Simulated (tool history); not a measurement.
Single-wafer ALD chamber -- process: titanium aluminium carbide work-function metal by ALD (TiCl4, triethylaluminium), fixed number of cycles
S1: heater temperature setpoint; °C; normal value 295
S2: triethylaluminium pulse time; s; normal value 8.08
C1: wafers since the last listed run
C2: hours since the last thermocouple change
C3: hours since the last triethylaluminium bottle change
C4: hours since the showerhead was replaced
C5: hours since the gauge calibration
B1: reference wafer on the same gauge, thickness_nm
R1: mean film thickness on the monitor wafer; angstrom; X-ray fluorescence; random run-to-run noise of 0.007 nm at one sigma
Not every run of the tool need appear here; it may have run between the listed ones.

run   hour   S1     S2    C1     C2      C3      C4     C5     B1     R1
  1      0  295   8.08     0  774.2    1247  3569.6  104.3   1.57  17.88
  2   23.3  295   8.08   394  797.5  1270.3  3592.9  127.6   1.57   17.8
  3   37.3  295   5.64   237  811.5  1284.3  3606.9  141.6  1.569  15.46
  4   72.5  295   5.64   596  846.7  1319.5  3642.1  176.8   1.57   15.4
  5   86.1  287   8.08   230  860.3  1333.1  3655.7  190.4   1.57  17.23
  6  107.6  287   8.08   364  881.8  1354.6  3677.2  211.9  1.569  17.17
  7  122.1  287   8.08   245  896.3  1369.1  3691.7  226.4   1.57  17.24
  8  140.8  295   8.08   317    915  1387.8  3710.4  245.1   1.57  17.86
  9  176.1  295   8.08   598  950.3  1423.1  3745.7  280.4   1.57  17.65
     184.9  -- thermocouple changed; heater temperature recalibrated
 10    216  295   8.08   540   31.1    1463  3785.6  320.3   1.57  17.69
 11  242.4  299   5.72   447   57.5  1489.4    3812  346.7   1.57  15.59
     248.2  -- gauge calibrated
 12  261.2  295   8.08   318   76.3  1508.2  3830.8     13   1.57  17.63
       277  -- showerhead replaced
 13  277.5  295   8.08   140   92.6  1524.5     0.5   29.3   1.57  17.57
 14  301.4  295   8.08   405  116.5  1548.4    24.4   53.2   1.57  17.73
 15  335.3  288   7.15   574  150.4  1582.3    58.3   87.1   1.57  16.36
 16    360  291   9.81   418  175.1    1607      83  111.8   1.57  18.11
     436.9  -- triethylaluminium bottle replaced
 17  451.7  295  10.79  1418  266.8    14.8   174.7  203.5   1.57   19.3
 18  484.3  284   5.09   552  299.4    47.4   207.3  236.1  1.569  15.16
 19  507.7  301   8.08   396  322.8    70.8   230.7  259.5  1.571  18.88
 20  538.2  295   7.12   517  353.3   101.3   261.2    290  1.569  17.91
 21    557  300   8.08   318  372.1   120.1     280  308.8  1.571  18.82
 22  578.7  304  10.64   367  393.8   141.8   301.7  330.5  1.571  19.91
     604.1  -- gauge calibrated
 23  612.1  295   8.08   566  427.2   175.2   335.1      8   1.57  18.41

What if the next run were any one of these 5? Each begins from the tool's condition after run 23:
  A  612.5  295   8.08   6  427.6  175.6  335.5  8.4   ?   ?
  B  612.5  309  10.94   6  427.6  175.6  335.5  8.4   ?   ?
  C  612.5  282  10.18   6  427.6  175.6  335.5  8.4   ?   ?
  D  612.5  289  11.19   6  427.6  175.6  335.5  8.4   ?   ?
  E  612.5  301   9.07   6  427.6  175.6  335.5  8.4   ?   ?

run    B1     R1
  A  1.57  18.42
  B  1.57  20.36
  C  1.57  18.19
  D  1.57  18.89
  E  1.57  19.27
Take away the tool's hidden state, keep each run's random variation, and the runs would have read:
run     R1
  A  18.55
  B  20.42
  C  18.26
  D  18.95
  E  19.38
